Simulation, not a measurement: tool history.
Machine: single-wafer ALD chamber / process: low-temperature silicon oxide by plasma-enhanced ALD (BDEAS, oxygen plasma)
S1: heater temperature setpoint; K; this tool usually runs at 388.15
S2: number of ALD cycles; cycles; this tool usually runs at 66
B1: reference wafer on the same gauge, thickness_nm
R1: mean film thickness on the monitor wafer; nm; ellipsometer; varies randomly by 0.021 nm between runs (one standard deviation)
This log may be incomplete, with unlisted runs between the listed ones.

{"run": 1, "hour": 0.0, "S1": 388.15, "S2": 66, "B1": 8.948, "R1": 8.444}
{"run": 2, "hour": 15.3, "S1": 388.15, "S2": 66, "B1": 8.943, "R1": 8.411}
{"run": 3, "hour": 31.1, "S1": 388.15, "S2": 66, "B1": 8.935, "R1": 8.396}
{"run": 4, "hour": 47.3, "S1": 388.15, "S2": 66, "B1": 8.934, "R1": 8.411}
{"run": 5, "hour": 63.1, "S1": 388.15, "S2": 66, "B1": 8.933, "R1": 8.371}
{"run": 6, "hour": 77.3, "S1": 388.15, "S2": 66, "B1": 8.932, "R1": 8.405}
{"run": 7, "hour": 93.0, "S1": 388.15, "S2": 56, "B1": 8.931, "R1": 7.093}
{"run": 8, "hour": 108.6, "S1": 388.15, "S2": 56, "B1": 8.924, "R1": 7.085}
{"run": 9, "hour": 121.8, "S1": 388.15, "S2": 76, "B1": 8.922, "R1": 9.645}
{"run": 10, "hour": 134.0, "S1": 388.15, "S2": 76, "B1": 8.92, "R1": 9.666}
{"run": 11, "hour": 149.8, "S1": 388.15, "S2": 66, "B1": 8.914, "R1": 8.354}
{"run": 12, "hour": 160.3, "S1": 388.15, "S2": 66, "B1": 8.917, "R1": 8.422}
{"run": 13, "hour": 173.7, "S1": 388.15, "S2": 66, "B1": 8.921, "R1": 8.328}
{"run": 14, "hour": 186.1, "S1": 398.15, "S2": 66, "B1": 8.915, "R1": 8.232}
{"run": 15, "hour": 201.2, "S1": 388.15, "S2": 66, "B1": 8.912, "R1": 8.393}
{"run": 16, "hour": 212.4, "S1": 388.15, "S2": 66, "B1": 8.915, "R1": 8.364}
{"run": 17, "hour": 228.8, "S1": 388.15, "S2": 66, "B1": 8.913, "R1": 8.365}
{"run": 18, "hour": 245.5, "S1": 397.15, "S2": 66, "B1": 8.913, "R1": 8.249}
{"run": 19, "hour": 253.0, "S1": 388.15, "S2": 66, "B1": 8.912, "R1": 8.411}
{"run": 20, "hour": 269.6, "S1": 396.15, "S2": 66, "B1": 8.91, "R1": 8.216}
{"hour": 293.8, "done": "gauge calibrated"}
{"run": 21, "hour": 304.1, "S1": 388.15, "S2": 66, "B1": 9.084, "R1": 8.517}
{"run": 22, "hour": 316.0, "S1": 399.15, "S2": 66, "B1": 9.075, "R1": 8.316}
{"run": 23, "hour": 324.5, "S1": 388.15, "S2": 66, "B1": 9.062, "R1": 8.538}
{"run": 24, "hour": 330.7, "S1": 388.15, "S2": 66, "B1": 9.056, "R1": 8.534}
{"run": 25, "hour": 344.3, "S1": 402.15, "S2": 66, "B1": 9.044, "R1": 8.241}
{"hour": 356.0, "done": "thermocouple changed; heater temperature recalibrated"}
{"run": 26, "hour": 356.5, "S1": 402.15, "S2": 74, "B1": 9.033, "R1": 9.294}
{"run": 27, "hour": 364.1, "S1": 388.15, "S2": 66, "B1": 9.03, "R1": 8.507}
{"run": 28, "hour": 370.1, "S1": 382.15, "S2": 74, "B1": 9.022, "R1": 9.619}
{"run": 29, "hour": 380.2, "S1": 388.15, "S2": 66, "B1": 9.023, "R1": 8.467}
{"run": 30, "hour": 395.8, "S1": 376.15, "S2": 56, "B1": 9.005, "R1": 7.376}
{"run": 31, "hour": 405.4, "S1": 402.15, "S2": 56, "B1": 9.002, "R1": 6.978}
{"run": 32, "hour": 411.4, "S1": 384.15, "S2": 71, "B1": 8.995, "R1": 9.177}
{"run": 33, "hour": 418.9, "S1": 392.15, "S2": 70, "B1": 8.992, "R1": 8.882}
{"run": 34, "hour": 425.6, "S1": 379.15, "S2": 70, "B1": 8.988, "R1": 9.154}
{"run": 35, "hour": 440.8, "S1": 383.15, "S2": 66, "B1": 8.982, "R1": 8.53}
{"run": 36, "hour": 451.0, "S1": 392.15, "S2": 70, "B1": 8.979, "R1": 8.9}

State the hidden condition of the tool at each of the runs:
wafer temperature above the value expected at the setpoint (K): 0 at every run
H1: gauge reads high (%)
run=1 H1=-1.68
run=2 H1=-1.73
run=3 H1=-1.77
run=4 H1=-1.81
run=5 H1=-1.84
run=6 H1=-1.87
run=7 H1=-1.9
run=8 H1=-1.92
run=9 H1=-1.94
run=10 H1=-1.96
run=11 H1=-1.98
run=12 H1=-1.99
run=13 H1=-2.01
run=14 H1=-2.02
run=15 H1=-2.03
run=16 H1=-2.04
run=17 H1=-2.05
run=18 H1=-2.06
run=19 H1=-2.07
run=20 H1=-2.08
run=21 H1=-0.197
run=22 H1=-0.332
run=23 H1=-0.423
run=24 H1=-0.486
run=25 H1=-0.616
run=26 H1=-0.723
run=27 H1=-0.786
run=28 H1=-0.834
run=29 H1=-0.91
run=30 H1=-1.02
run=31 H1=-1.08
run=32 H1=-1.12
run=33 H1=-1.16
run=34 H1=-1.2
run=35 H1=-1.28
run=36 H1=-1.32
